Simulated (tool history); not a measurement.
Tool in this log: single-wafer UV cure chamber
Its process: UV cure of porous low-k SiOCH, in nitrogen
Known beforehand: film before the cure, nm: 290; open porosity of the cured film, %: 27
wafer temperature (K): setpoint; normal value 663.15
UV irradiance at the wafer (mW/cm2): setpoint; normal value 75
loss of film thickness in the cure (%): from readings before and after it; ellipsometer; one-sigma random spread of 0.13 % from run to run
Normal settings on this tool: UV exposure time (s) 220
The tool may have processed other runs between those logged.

run   hour  wafer temperature (K)  UV exposure time (s)  UV irradiance at the wafer (mW/cm2)  wafers since the last listed run  hours since the UV bulbs were replaced  wafers since the quartz window was cleaned  loss of film thickness in the cure (%)
  1    0.0                 663.15                   220                                   75                                 0                                   859.4                                         332                                  11.081
  2   73.7                 663.15                   220                                  102                               449                                   933.1                                         781                                  12.581
  3   85.9                 663.15                   220                                  102                                74                                   945.3                                         855                                  12.649
  4  115.1                 663.15                   220                                  102                               178                                   974.5                                        1034                                  12.536
  5  140.3                 679.15                   220                                   75                               153                                   999.7                                        1187                                  11.405
  6  162.4                 679.15                   220                                   75                               134                                  1021.8                                        1322                                  11.261
  7  188.4                 679.15                   220                                   75                               158                                  1047.8                                        1481                                  11.186
  8  214.2                 663.15                   280                                   75                               157                                  1073.6                                        1638                                  12.290
     243.8  -- quartz window cleaned
  9  314.7                 663.15                   280                                   75                               564                                  1174.1                                         432                                  12.219
 10  341.4                 663.15                   220                                   61                               162                                  1200.8                                         595                                  10.124
 11  356.5                 663.15                   220                                   61                                92                                  1215.9                                         687                                  10.125
 12  385.2                 663.15                   275                                   75                               175                                  1244.6                                         862                                  12.095
 13  411.3                 663.15                   220                                   75                               159                                  1270.7                                        1021                                  10.954
 14  441.5                 663.15                   330                                   95                               184                                  1300.9                                        1205                                  14.542
 15  459.8                 663.15                   220                                  102                               111                                  1319.2                                        1317                                  12.621
     493.7  -- quartz window cleaned
 16  494.2                 663.15                   145                                   75                               160                                  1353.6                                           3                                   8.896
 17  508.4                 663.15                   150                                   75                                86                                  1367.8                                          89                                   9.115
     522.5  -- UV bulbs replaced
 18  544.3                 663.15                   220                                   65                               170                                    21.8                                         259                                  11.232
 19  557.1                 663.15                   220                                   75                                78                                    34.6                                         337                                  11.842
 20  571.4                 676.15                   105                                   75                                87                                    48.9                                         425                                   8.342
 21  600.6                 663.15                   220                                   75                               178                                    78.1                                         603                                  11.699
 22  622.7                 648.15                   220                                   87                               134                                   100.2                                         737                                  11.867
 23  635.8                 663.15                   220                                   75                                79                                   113.3                                         817                                  11.551
 24  667.8                 663.15                   220                                   90                               195                                   145.3                                        1012                                  12.600
 25  701.3                 663.15                   335                                   75                               204                                   178.8                                        1217                                  13.613
 26  721.9                 663.15                   155                                   75                               125                                   199.4                                        1342                                  10.003
 27  741.7                 663.15                   220                                   75                               120                                   219.2                                        1463                                  11.271

For each entry between runs, how does the tool's hidden state at the last listed run before it compare with that at the first listed run after it?
From run 8 to run 9: quartz window cleaned (hour 243.8)
  lamp output below its setpoint, %: 21.2 -> 21.7
  measured less the result without the state, loss of film thickness in the cure (%): -1.221 -> -1.245
From run 15 to run 16: quartz window cleaned (hour 493.7)
  lamp output below its setpoint, %: 22.1 -> 22.2
  measured less the result without the state, loss of film thickness in the cure (%): -1.292 -> -1.202
From run 17 to run 18: UV bulbs replaced (hour 522.5)
  lamp output below its setpoint, %: 22.2 -> 6.13
  measured less the result without the state, loss of film thickness in the cure (%): -1.215 -> -0.315
